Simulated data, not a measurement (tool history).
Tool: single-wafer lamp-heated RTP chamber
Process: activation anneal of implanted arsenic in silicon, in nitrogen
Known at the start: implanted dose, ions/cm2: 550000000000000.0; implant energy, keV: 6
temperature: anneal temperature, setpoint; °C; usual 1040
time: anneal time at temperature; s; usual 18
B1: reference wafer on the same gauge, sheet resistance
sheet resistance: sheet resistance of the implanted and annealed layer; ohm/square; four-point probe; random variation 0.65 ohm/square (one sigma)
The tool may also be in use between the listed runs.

{"run": 1, "hour": 0.0, "temperature": 1040, "time": 18, "B1": 208.03, "sheet resistance": 198.07}
{"run": 2, "hour": 31.8, "temperature": 1040, "time": 18, "B1": 207.91, "sheet resistance": 196.26}
{"run": 3, "hour": 61.0, "temperature": 1040, "time": 18, "B1": 207.86, "sheet resistance": 196.06}
{"run": 4, "hour": 128.7, "temperature": 1040, "time": 18, "B1": 208.21, "sheet resistance": 195.55}
{"run": 5, "hour": 179.3, "temperature": 1040, "time": 18, "B1": 208.25, "sheet resistance": 193.17}
{"hour": 209.3, "done": "pyrometer window cleaned and pyrometer calibrated"}
{"hour": 226.8, "done": "reflector plate cleaned"}
{"run": 6, "hour": 300.6, "temperature": 1059, "time": 22, "B1": 208.16, "sheet resistance": 188.17}
{"run": 7, "hour": 332.2, "temperature": 1040, "time": 18, "B1": 207.99, "sheet resistance": 197.49}
{"run": 8, "hour": 363.0, "temperature": 1040, "time": 18, "B1": 208.12, "sheet resistance": 196.87}
{"hour": 395.3, "done": "gauge calibrated"}
{"run": 9, "hour": 410.5, "temperature": 1040, "time": 18, "B1": 207.8, "sheet resistance": 196.03}
{"hour": 418.7, "done": "pyrometer window cleaned and pyrometer calibrated"}
{"run": 10, "hour": 435.4, "temperature": 1040, "time": 18, "B1": 208.02, "sheet resistance": 200.33}
{"run": 11, "hour": 479.6, "temperature": 1040, "time": 18, "B1": 208.14, "sheet resistance": 198.27}
{"run": 12, "hour": 523.3, "temperature": 1040, "time": 18, "B1": 208.14, "sheet resistance": 197.56}
{"run": 13, "hour": 547.5, "temperature": 1068, "time": 13, "B1": 207.83, "sheet resistance": 192.06}
{"run": 14, "hour": 618.4, "temperature": 1025, "time": 25, "B1": 207.93, "sheet resistance": 195.03}
{"hour": 684.5, "done": "pyrometer window cleaned and pyrometer calibrated"}
{"run": 15, "hour": 807.1, "temperature": 1040, "time": 21, "B1": 208.01, "sheet resistance": 193.17}
{"run": 16, "hour": 848.1, "temperature": 1031, "time": 29, "B1": 207.99, "sheet resistance": 189.39}
{"hour": 873.1, "done": "reflector plate cleaned"}
{"run": 17, "hour": 876.2, "temperature": 1052, "time": 11, "B1": 208.25, "sheet resistance": 200.9}
{"hour": 913.9, "done": "pyrometer window cleaned and pyrometer calibrated"}
{"run": 18, "hour": 914.4, "temperature": 1040, "time": 18, "B1": 208.18, "sheet resistance": 200.84}
{"run": 19, "hour": 945.8, "temperature": 1040, "time": 9, "B1": 208.07, "sheet resistance": 212.35}
{"run": 20, "hour": 989.2, "temperature": 1024, "time": 18, "B1": 208.14, "sheet resistance": 203.98}
{"run": 21, "hour": 1014.8, "temperature": 1010, "time": 18, "B1": 207.81, "sheet resistance": 210.61}
{"run": 22, "hour": 1105.7, "temperature": 1010, "time": 12, "B1": 207.81, "sheet resistance": 215.61}
{"run": 23, "hour": 1136.7, "temperature": 1040, "time": 24, "B1": 207.79, "sheet resistance": 190.86}
{"hour": 1172.2, "done": "pyrometer window cleaned and pyrometer calibrated"}
{"run": 24, "hour": 1208.1, "temperature": 1040, "time": 18, "B1": 207.87, "sheet resistance": 198.08}

4 ways to go on from here, each from the tool as it stands after run 24. What would each give?
{"run": "A", "hour": 1208.5, "temperature": 1040, "time": 18, "B1": "?", "sheet resistance": "?"}
{"run": "B", "hour": 1208.5, "temperature": 1030, "time": 12, "B1": "?", "sheet resistance": "?"}
{"run": "C", "hour": 1208.5, "temperature": 1023, "time": 28, "B1": "?", "sheet resistance": "?"}
{"run": "D", "hour": 1208.5, "temperature": 1063, "time": 10, "B1": "?", "sheet resistance": "?"}

run=A B1=207.94 sheet_resistance=199.84
run=B B1=207.94 sheet_resistance=211.75
run=C B1=207.94 sheet_resistance=198.86
run=D B1=207.94 sheet_resistance=201.29
Without the tool's hidden state the same runs would have given:
run=A sheet_resistance=202.29
run=B sheet_resistance=214.44
run=C sheet_resistance=201.38
run=D sheet_resistance=203.76

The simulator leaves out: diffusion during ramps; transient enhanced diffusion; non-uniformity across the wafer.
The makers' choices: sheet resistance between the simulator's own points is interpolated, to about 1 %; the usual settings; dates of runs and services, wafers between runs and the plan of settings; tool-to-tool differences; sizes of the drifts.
